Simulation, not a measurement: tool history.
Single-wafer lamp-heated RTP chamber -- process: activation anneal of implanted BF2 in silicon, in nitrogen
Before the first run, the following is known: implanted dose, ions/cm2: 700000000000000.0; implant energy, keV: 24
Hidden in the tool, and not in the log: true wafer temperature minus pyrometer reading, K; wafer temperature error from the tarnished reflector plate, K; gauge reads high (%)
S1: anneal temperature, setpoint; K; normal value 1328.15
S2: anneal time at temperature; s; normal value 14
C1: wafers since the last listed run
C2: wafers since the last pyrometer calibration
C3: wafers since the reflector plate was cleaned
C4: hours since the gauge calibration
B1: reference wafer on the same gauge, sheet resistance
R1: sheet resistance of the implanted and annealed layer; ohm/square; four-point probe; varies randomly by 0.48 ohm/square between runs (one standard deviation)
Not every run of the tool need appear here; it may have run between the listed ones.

run	hour	S1	S2	C1	C2	C3	C4	B1	R1
1	0	1328.15	12	0	1473	4201	126.8	177.91	185.07
# hour 14.8: pyrometer window cleaned and pyrometer calibrated
2	38.1	1328.15	9	277	215	4479	164.9	178.11	189.45
3	45.5	1328.15	9	68	283	4548	172.3	177.97	189.5
4	52.3	1328.15	9	62	346	4610	179.1	178.05	188.58
5	70.2	1316.15	14	165	511	4776	197	178.04	188.76
6	86.7	1316.15	14	152	663	4928	213.5	177.88	188.62
7	95.1	1328.15	14	77	741	5006	221.9	177.79	184.45
8	112.6	1328.15	14	161	902	5167	239.4	178.09	184.25
9	121.3	1328.15	14	80	983	5248	248.1	177.94	185.01
10	128	1343.15	14	61	1045	5309	254.8	178.02	181.72
11	139.9	1343.15	14	109	1155	5419	266.7	178.01	181.19
12	156.1	1343.15	14	149	1304	5569	282.9	177.97	181.11
13	162.4	1328.15	14	58	1362	5627	289.2	178.04	184.1
# hour 178.8: pyrometer window cleaned and pyrometer calibrated
14	179.3	1328.15	14	82	4	5709	306.1	178.05	186.86
15	187.8	1328.15	14	78	83	5788	314.6	178.05	187.1
16	202.8	1328.15	14	138	221	5926	329.6	178.05	186.31
17	248.5	1356.15	19	421	643	6348	375.3	178.04	177
# hour 271.8: gauge calibrated
18	294.2	1355.15	19	421	1065	6770	22.4	178.08	176.82
19	302.5	1357.15	14	76	1142	6847	30.7	178.02	178.93
20	312.5	1328.15	14	92	1234	6939	40.7	177.99	184.96
21	321.7	1328.15	14	84	1319	7024	49.9	178.08	184.05
# hour 331.8: reflector plate cleaned
# hour 345.2: pyrometer window cleaned and pyrometer calibrated
22	345.7	1328.15	14	73	4	54	73.9	178.12	187.39
23	346.9	1328.15	14	11	15	65	75.1	177.89	187.41
24	359.6	1305.15	19	117	132	182	87.8	178.08	190.63
25	373.8	1352.15	17	131	263	313	102	178.04	178.98

The next listed run, before its measurement:
26	388.5	1318.15	19	135	399	449	116.7	?	?

For run 26 the tool returned B1 178.08, R1 185.2 ohm/square.
Had the tool carried no hidden state, the very same run would have given R1 187.01 ohm/square.
